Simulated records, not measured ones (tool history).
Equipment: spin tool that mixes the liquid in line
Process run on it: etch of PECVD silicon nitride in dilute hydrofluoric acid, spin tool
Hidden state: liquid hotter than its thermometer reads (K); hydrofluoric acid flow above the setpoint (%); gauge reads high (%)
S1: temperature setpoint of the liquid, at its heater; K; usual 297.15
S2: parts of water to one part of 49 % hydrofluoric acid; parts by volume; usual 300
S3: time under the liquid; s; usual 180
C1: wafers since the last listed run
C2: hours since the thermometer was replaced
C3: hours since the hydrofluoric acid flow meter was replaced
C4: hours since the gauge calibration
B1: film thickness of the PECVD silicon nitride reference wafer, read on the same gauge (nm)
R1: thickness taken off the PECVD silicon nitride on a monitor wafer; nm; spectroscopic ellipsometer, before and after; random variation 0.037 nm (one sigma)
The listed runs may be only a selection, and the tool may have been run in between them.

| run | hour | S1 | S2 | S3 | C1 | C2 | C3 | C4 | B1 | R1 |
|---|---|---|---|---|---|---|---|---|---|---|
| 1 | 0 | 297.15 | 300 | 180 | 0 | 1988.3 | 536.5 | 514.6 | 99.964 | 3.356 |
| 2 | 20.4 | 299.65 | 300 | 180 | 144 | 2008.7 | 556.9 | 535 | 100.018 | 3.815 |
| 3 | 45.1 | 299.65 | 300 | 180 | 174 | 2033.4 | 581.6 | 559.7 | 99.997 | 3.91 |
| 4 | 73.7 | 299.65 | 300 | 180 | 202 | 2062 | 610.2 | 588.3 | 100.026 | 3.885 |
|  | 95.7 | hydrofluoric acid flow meter replaced |
| 5 | 103.8 | 297.15 | 300 | 180 | 205 | 2092.1 | 8.1 | 618.4 | 100.006 | 2.963 |
| 6 | 137.9 | 297.15 | 300 | 180 | 240 | 2126.2 | 42.2 | 652.5 | 100.032 | 3.008 |
| 7 | 163.4 | 297.15 | 300 | 180 | 180 | 2151.7 | 67.7 | 678 | 100.013 | 3.085 |
| 8 | 198.6 | 297.15 | 300 | 180 | 248 | 2186.9 | 102.9 | 713.2 | 99.998 | 3.008 |
| 9 | 237.2 | 297.15 | 300 | 180 | 272 | 2225.5 | 141.5 | 751.8 | 100.019 | 3.128 |
| 10 | 270.8 | 297.15 | 300 | 180 | 237 | 2259.1 | 175.1 | 785.4 | 99.986 | 3.065 |
| 11 | 285.9 | 297.15 | 300 | 180 | 106 | 2274.2 | 190.2 | 800.5 | 100.008 | 3.094 |
| 12 | 308.9 | 297.15 | 300 | 180 | 162 | 2297.2 | 213.2 | 823.5 | 99.998 | 3.077 |
| 13 | 329 | 297.15 | 300 | 180 | 141 | 2317.3 | 233.3 | 843.6 | 99.992 | 3.182 |
| 14 | 350 | 297.15 | 300 | 180 | 148 | 2338.3 | 254.3 | 864.6 | 100.027 | 3.122 |
| 15 | 364.1 | 297.15 | 300 | 180 | 99 | 2352.4 | 268.4 | 878.7 | 100.01 | 3.154 |
| 16 | 377.5 | 297.15 | 300 | 180 | 94 | 2365.8 | 281.8 | 892.1 | 100.029 | 3.214 |
|  | 440.5 | gauge calibrated |
| 17 | 449.6 | 297.15 | 360 | 265 | 509 | 2437.9 | 353.9 | 9.1 | 99.953 | 3.881 |
| 18 | 472.9 | 297.15 | 300 | 250 | 164 | 2461.2 | 377.2 | 32.4 | 100.021 | 4.51 |
|  | 510.1 | thermometer replaced |
| 19 | 549.5 | 297.15 | 300 | 180 | 534 | 39.4 | 453.8 | 109 | 100.017 | 3.289 |
| 20 | 581.3 | 297.15 | 300 | 180 | 224 | 71.2 | 485.6 | 140.8 | 99.99 | 3.266 |
| 21 | 610.5 | 297.15 | 430 | 250 | 206 | 100.4 | 514.8 | 170 | 99.973 | 3.218 |
| 22 | 631.1 | 297.15 | 400 | 180 | 145 | 121 | 535.4 | 190.6 | 100.001 | 2.486 |
| 23 | 661.4 | 301.15 | 300 | 180 | 214 | 151.3 | 565.7 | 220.9 | 99.98 | 4.256 |
| 24 | 677.6 | 297.15 | 300 | 180 | 114 | 167.5 | 581.9 | 237.1 | 100.006 | 3.33 |
| 25 | 696.6 | 293.15 | 425 | 75 | 134 | 186.5 | 600.9 | 256.1 | 99.999 | 0.772 |
|  | 699.2 | hydrofluoric acid flow meter replaced |
| 26 | 713.1 | 297.15 | 300 | 180 | 109 | 203 | 13.9 | 272.6 | 99.991 | 3.031 |
| 27 | 806.6 | 297.15 | 240 | 180 | 660 | 296.5 | 107.4 | 366.1 | 100.01 | 3.77 |
| 28 | 828.3 | 295.15 | 300 | 290 | 153 | 318.2 | 129.1 | 387.8 | 100.028 | 4.411 |
| 29 | 858 | 294.65 | 300 | 180 | 209 | 347.9 | 158.8 | 417.5 | 100.01 | 2.675 |
| 30 | 889.3 | 297.15 | 300 | 285 | 221 | 379.2 | 190.1 | 448.8 | 100.05 | 4.903 |

Below, some changes in R1 between adjacent runs. For each, the amount present without the hidden state too (settings, incoming material, random variation) and the amount remaining for the hidden state with gauge scatter not shared by both compared results:
Run 4 -> 5: S1 299.65 -> 297.15, hydrofluoric acid flow meter replaced. R1 -0.922 nm: hidden state -0.411, all else -0.511.
Run 22 -> 23: S1 297.15 -> 301.15, S2 400 -> 300. R1 +1.77 nm: hidden state +0.204, all else +1.566.
Run 24 -> 25: S1 297.15 -> 293.15, S2 300 -> 425, S3 180 -> 75. R1 -2.558 nm: hidden state -0.271, all else -2.287.
Run 25 -> 26: S1 293.15 -> 297.15, S2 425 -> 300, S3 75 -> 180, hydrofluoric acid flow meter replaced. R1 +2.259 nm: hidden state -0.019, all else +2.278.
Run 29 -> 30: S1 294.65 -> 297.15, S3 180 -> 285. R1 +2.228 nm: hidden state +0.132, all else +2.096.
